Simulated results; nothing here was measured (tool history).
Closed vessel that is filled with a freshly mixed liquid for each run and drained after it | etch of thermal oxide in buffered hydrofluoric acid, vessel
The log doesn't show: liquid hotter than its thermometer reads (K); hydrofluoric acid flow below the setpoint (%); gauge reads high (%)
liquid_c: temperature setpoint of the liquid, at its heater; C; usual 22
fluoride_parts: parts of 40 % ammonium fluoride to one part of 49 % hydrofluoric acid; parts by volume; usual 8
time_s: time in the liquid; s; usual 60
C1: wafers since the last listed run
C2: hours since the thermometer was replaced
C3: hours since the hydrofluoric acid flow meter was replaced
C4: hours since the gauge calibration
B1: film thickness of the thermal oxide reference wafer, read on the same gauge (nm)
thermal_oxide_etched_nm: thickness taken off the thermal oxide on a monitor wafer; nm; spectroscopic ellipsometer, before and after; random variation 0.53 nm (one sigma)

{"run": 1, "hour": 0.0, "liquid_c": 22, "fluoride_parts": 10, "time_s": 60, "C1": 0, "C2": 1768.3, "C3": 423.1, "C4": 721.8, "B1": 110.02, "thermal_oxide_etched_nm": 57.57}
{"run": 2, "hour": 27.9, "liquid_c": 22, "fluoride_parts": 7, "time_s": 60, "C1": 3810, "C2": 1796.2, "C3": 451, "C4": 749.7, "B1": 109.99, "thermal_oxide_etched_nm": 78.35}
{"run": 3, "hour": 58.4, "liquid_c": 22, "fluoride_parts": 7, "time_s": 60, "C1": 4165, "C2": 1826.7, "C3": 481.5, "C4": 780.2, "B1": 110.01, "thermal_oxide_etched_nm": 79.65}
{"run": 4, "hour": 70.6, "liquid_c": 22, "fluoride_parts": 7, "time_s": 60, "C1": 1666, "C2": 1838.9, "C3": 493.7, "C4": 792.4, "B1": 110.01, "thermal_oxide_etched_nm": 78.12}
{"run": 5, "hour": 102.4, "liquid_c": 22, "fluoride_parts": 8, "time_s": 60, "C1": 4343, "C2": 1870.7, "C3": 525.5, "C4": 824.2, "B1": 110, "thermal_oxide_etched_nm": 67.24}
{"run": 6, "hour": 125.2, "liquid_c": 22, "fluoride_parts": 8, "time_s": 60, "C1": 3114, "C2": 1893.5, "C3": 548.3, "C4": 847, "B1": 109.97, "thermal_oxide_etched_nm": 67.06}
{"run": 7, "hour": 147.3, "liquid_c": 22, "fluoride_parts": 8, "time_s": 60, "C1": 3018, "C2": 1915.6, "C3": 570.4, "C4": 869.1, "B1": 110.04, "thermal_oxide_etched_nm": 66.82}
{"run": 8, "hour": 164.8, "liquid_c": 22, "fluoride_parts": 8, "time_s": 60, "C1": 2390, "C2": 1933.1, "C3": 587.9, "C4": 886.6, "B1": 110, "thermal_oxide_etched_nm": 67.1}
{"hour": 175.0, "done": "hydrofluoric acid flow meter replaced"}
{"run": 9, "hour": 188.9, "liquid_c": 22, "fluoride_parts": 8, "time_s": 60, "C1": 3155, "C2": 1957.2, "C3": 13.9, "C4": 910.7, "B1": 109.97, "thermal_oxide_etched_nm": 74.31}
{"run": 10, "hour": 223.2, "liquid_c": 23.5, "fluoride_parts": 8, "time_s": 60, "C1": 4684, "C2": 1991.5, "C3": 48.2, "C4": 945, "B1": 109.98, "thermal_oxide_etched_nm": 79.53}
{"run": 11, "hour": 239.4, "liquid_c": 26, "fluoride_parts": 8, "time_s": 70, "C1": 2212, "C2": 2007.7, "C3": 64.4, "C4": 961.2, "B1": 110.01, "thermal_oxide_etched_nm": 105.68}
{"run": 12, "hour": 263.5, "liquid_c": 26, "fluoride_parts": 8, "time_s": 60, "C1": 3291, "C2": 2031.8, "C3": 88.5, "C4": 985.3, "B1": 110.03, "thermal_oxide_etched_nm": 90.21}
{"run": 13, "hour": 294.7, "liquid_c": 18, "fluoride_parts": 8, "time_s": 30, "C1": 4261, "C2": 2063, "C3": 119.7, "C4": 1016.5, "B1": 110.01, "thermal_oxide_etched_nm": 29.17}
{"run": 14, "hour": 308.9, "liquid_c": 22, "fluoride_parts": 8, "time_s": 60, "C1": 1939, "C2": 2077.2, "C3": 133.9, "C4": 1030.7, "B1": 110.02, "thermal_oxide_etched_nm": 72.29}
{"run": 15, "hour": 331.2, "liquid_c": 25, "fluoride_parts": 6, "time_s": 70, "C1": 3045, "C2": 2099.5, "C3": 156.2, "C4": 1053, "B1": 109.99, "thermal_oxide_etched_nm": 131.04}
{"hour": 350.8, "done": "thermometer replaced"}
{"run": 16, "hour": 353.6, "liquid_c": 17.5, "fluoride_parts": 8, "time_s": 35, "C1": 2922, "C2": 2.8, "C3": 178.6, "C4": 1075.4, "B1": 109.99, "thermal_oxide_etched_nm": 32.29}
{"run": 17, "hour": 368.4, "liquid_c": 17.5, "fluoride_parts": 5.5, "time_s": 80, "C1": 2021, "C2": 17.6, "C3": 193.4, "C4": 1090.2, "B1": 110.02, "thermal_oxide_etched_nm": 106}
{"run": 18, "hour": 404.1, "liquid_c": 22, "fluoride_parts": 6.5, "time_s": 35, "C1": 4875, "C2": 53.3, "C3": 229.1, "C4": 1125.9, "B1": 109.97, "thermal_oxide_etched_nm": 51.13}
{"run": 19, "hour": 450.8, "liquid_c": 18, "fluoride_parts": 5.5, "time_s": 45, "C1": 6378, "C2": 100, "C3": 275.8, "C4": 1172.6, "B1": 109.98, "thermal_oxide_etched_nm": 60.95}
{"run": 20, "hour": 477.1, "liquid_c": 24.5, "fluoride_parts": 6, "time_s": 95, "C1": 3592, "C2": 126.3, "C3": 302.1, "C4": 1198.9, "B1": 109.98, "thermal_oxide_etched_nm": 168.67}
{"run": 21, "hour": 501.1, "liquid_c": 23.5, "fluoride_parts": 11, "time_s": 30, "C1": 3277, "C2": 150.3, "C3": 326.1, "C4": 1222.9, "B1": 110.01, "thermal_oxide_etched_nm": 28.55}
{"hour": 501.8, "done": "gauge calibrated"}
{"run": 22, "hour": 537.0, "liquid_c": 22, "fluoride_parts": 8, "time_s": 60, "C1": 4903, "C2": 186.2, "C3": 362, "C4": 35.2, "B1": 109.98, "thermal_oxide_etched_nm": 69.47}
{"run": 23, "hour": 554.8, "liquid_c": 22, "fluoride_parts": 8, "time_s": 30, "C1": 2431, "C2": 204, "C3": 379.8, "C4": 53, "B1": 110.03, "thermal_oxide_etched_nm": 35}
{"run": 24, "hour": 570.4, "liquid_c": 23.5, "fluoride_parts": 9, "time_s": 70, "C1": 2130, "C2": 219.6, "C3": 395.4, "C4": 68.6, "B1": 109.99, "thermal_oxide_etched_nm": 79.48}
{"run": 25, "hour": 597.5, "liquid_c": 22, "fluoride_parts": 6.5, "time_s": 35, "C1": 3701, "C2": 246.7, "C3": 422.5, "C4": 95.7, "B1": 110.07, "thermal_oxide_etched_nm": 49.97}
{"run": 26, "hour": 617.2, "liquid_c": 22, "fluoride_parts": 9, "time_s": 60, "C1": 2690, "C2": 266.4, "C3": 442.2, "C4": 115.4, "B1": 110.02, "thermal_oxide_etched_nm": 62.98}
{"run": 27, "hour": 642.7, "liquid_c": 22, "fluoride_parts": 9.5, "time_s": 95, "C1": 3482, "C2": 291.9, "C3": 467.7, "C4": 140.9, "B1": 110.02, "thermal_oxide_etched_nm": 93.96}
{"run": 28, "hour": 662.8, "liquid_c": 22, "fluoride_parts": 8, "time_s": 60, "C1": 2745, "C2": 312, "C3": 487.8, "C4": 161, "B1": 109.97, "thermal_oxide_etched_nm": 68.58}
{"run": 29, "hour": 684.0, "liquid_c": 20, "fluoride_parts": 5.5, "time_s": 40, "C1": 2895, "C2": 333.2, "C3": 509, "C4": 182.2, "B1": 109.99, "thermal_oxide_etched_nm": 59.03}
{"run": 30, "hour": 708.4, "liquid_c": 22, "fluoride_parts": 8, "time_s": 75, "C1": 3332, "C2": 357.6, "C3": 533.4, "C4": 206.6, "B1": 109.96, "thermal_oxide_etched_nm": 84.67}
{"run": 31, "hour": 741.3, "liquid_c": 22, "fluoride_parts": 9, "time_s": 90, "C1": 4493, "C2": 390.5, "C3": 566.3, "C4": 239.5, "B1": 110.03, "thermal_oxide_etched_nm": 91.98}
{"run": 32, "hour": 769.2, "liquid_c": 18.5, "fluoride_parts": 8, "time_s": 60, "C1": 3810, "C2": 418.4, "C3": 594.2, "C4": 267.4, "B1": 109.99, "thermal_oxide_etched_nm": 55.19}

Some steps in thermal_oxide_etched_nm between neighbouring runs. How much of each would the tool show without its hidden state too (settings, what came in, random variation), and how much is left for the hidden state, with any gauge scatter that isn't in both results?
Run 8 -> 9: hydrofluoric acid flow meter replaced. thermal_oxide_etched_nm +7.21 nm: hidden state +5.97, all else +1.24.
Run 15 -> 16: liquid_c 25 -> 17.5, fluoride_parts 6 -> 8, time_s 70 -> 35, thermometer replaced. thermal_oxide_etched_nm -98.75 nm: hidden state +1.89, all else -100.64.
Run 19 -> 20: liquid_c 18 -> 24.5, fluoride_parts 5.5 -> 6, time_s 45 -> 95. thermal_oxide_etched_nm +107.72 nm: hidden state -4.61, all else +112.33.
Run 20 -> 21: liquid_c 24.5 -> 23.5, fluoride_parts 6 -> 11, time_s 95 -> 30. thermal_oxide_etched_nm -140.12 nm: hidden state +5.42, all else -145.54.
